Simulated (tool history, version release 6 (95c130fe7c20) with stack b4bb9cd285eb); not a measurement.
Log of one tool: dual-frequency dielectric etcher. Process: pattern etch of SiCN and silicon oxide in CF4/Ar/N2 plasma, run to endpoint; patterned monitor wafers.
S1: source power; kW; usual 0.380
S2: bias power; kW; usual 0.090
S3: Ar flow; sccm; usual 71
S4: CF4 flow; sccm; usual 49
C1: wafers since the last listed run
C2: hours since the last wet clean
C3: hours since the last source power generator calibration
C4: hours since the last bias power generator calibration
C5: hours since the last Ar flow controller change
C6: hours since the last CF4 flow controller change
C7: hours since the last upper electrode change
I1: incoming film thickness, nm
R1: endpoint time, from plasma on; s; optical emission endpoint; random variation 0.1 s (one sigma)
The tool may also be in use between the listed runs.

run,hour,S1,S2,S3,S4,C1,C2,C3,C4,C5,C6,C7,I1,R1
1,0.0,0.450,0.090,67,49,0,330.2,3448.4,1551.5,4810.0,4031.6,5695.7,14.44,13.7
2,15.1,0.380,0.101,71,57,206,345.3,3463.5,1566.6,4825.1,4046.7,5710.8,14.51,15.8
3,30.4,0.380,0.101,71,57,209,360.6,3478.8,1581.9,4840.4,4062.0,5726.1,14.44,15.5
4,43.5,0.380,0.101,71,57,178,373.7,3491.9,1595.0,4853.5,4075.1,5739.2,14.31,15.4
5,59.0,0.380,0.100,71,49,211,389.2,3507.4,1610.5,4869.0,4090.6,5754.7,14.37,16.0
6,76.0,0.380,0.100,71,49,232,406.2,3524.4,1627.5,4886.0,4107.6,5771.7,14.43,15.7
7,84.8,0.380,0.100,71,49,120,415.0,3533.2,1636.3,4894.8,4116.4,5780.5,14.43,16.0
# hour 92.7: Ar flow controller replaced
# hour 115.5: wet clean of the chamber
# hour 118.2: bias power generator calibrated
8,118.7,0.300,0.090,71,49,32,3.2,3567.1,0.5,26.0,4150.3,5814.4,14.40,21.2
9,119.0,0.380,0.090,65,49,4,3.5,3567.4,0.8,26.3,4150.6,5814.7,14.25,15.6
10,121.5,0.430,0.090,71,61,34,6.0,3569.9,3.3,28.8,4153.1,5817.2,14.27,13.6
# hour 132.6: source power generator calibrated
11,134.6,0.380,0.071,63,42,124,19.1,2.0,16.4,41.9,4166.2,5830.3,14.34,17.2
# hour 177.6: CF4 flow controller replaced
12,178.1,0.430,0.083,64,43,512,62.6,45.5,59.9,85.4,0.5,5873.8,14.33,14.4
13,188.1,0.380,0.090,71,49,136,72.6,55.5,69.9,95.4,10.5,5883.8,14.57,16.3
# hour 218.8: upper electrode replaced, of another model than before
14,219.3,0.380,0.108,62,43,98,103.8,86.7,101.1,126.6,41.7,0.5,14.45,14.3
15,219.6,0.380,0.090,71,49,4,104.1,87.0,101.4,126.9,42.0,0.8,14.32,16.1
16,220.8,0.470,0.090,71,57,16,105.3,88.2,102.6,128.1,43.2,2.0,14.44,10.8
17,232.9,0.380,0.090,62,49,165,117.4,100.3,114.7,140.2,55.3,14.1,14.41,15.7
18,246.0,0.380,0.090,55,57,178,130.5,113.4,127.8,153.3,68.4,27.2,14.51,15.0
19,260.8,0.340,0.096,71,59,202,145.3,128.2,142.6,168.1,83.2,42.0,14.43,19.4
20,275.1,0.380,0.090,62,49,195,159.6,142.5,156.9,182.4,97.5,56.3,14.23,15.8
21,292.4,0.380,0.111,66,49,236,176.9,159.8,174.2,199.7,114.8,73.6,14.27,14.0
22,316.3,0.380,0.090,71,49,326,200.8,183.7,198.1,223.6,138.7,97.5,14.42,16.4
23,324.1,0.380,0.090,56,60,106,208.6,191.5,205.9,231.4,146.5,105.3,14.53,15.3

Forecast each of these 5 alternatives for the next run:
A,324.5,0.380,0.090,71,49,5,209.0,191.9,206.3,231.8,146.9,105.7,14.56,?
B,324.5,0.380,0.090,71,59,5,209.0,191.9,206.3,231.8,146.9,105.7,14.56,?
C,324.5,0.450,0.090,71,49,5,209.0,191.9,206.3,231.8,146.9,105.7,14.56,?
D,324.5,0.380,0.081,71,52,5,209.0,191.9,206.3,231.8,146.9,105.7,14.56,?
E,324.5,0.380,0.072,71,49,5,209.0,191.9,206.3,231.8,146.9,105.7,14.56,?

run,R1
A,16.5
B,16.1
C,12.1
D,17.6
E,19.3
Without the tool's hidden state the same runs would have given:
run,R1
A,16.2
B,15.8
C,11.9
D,17.3
E,19.1
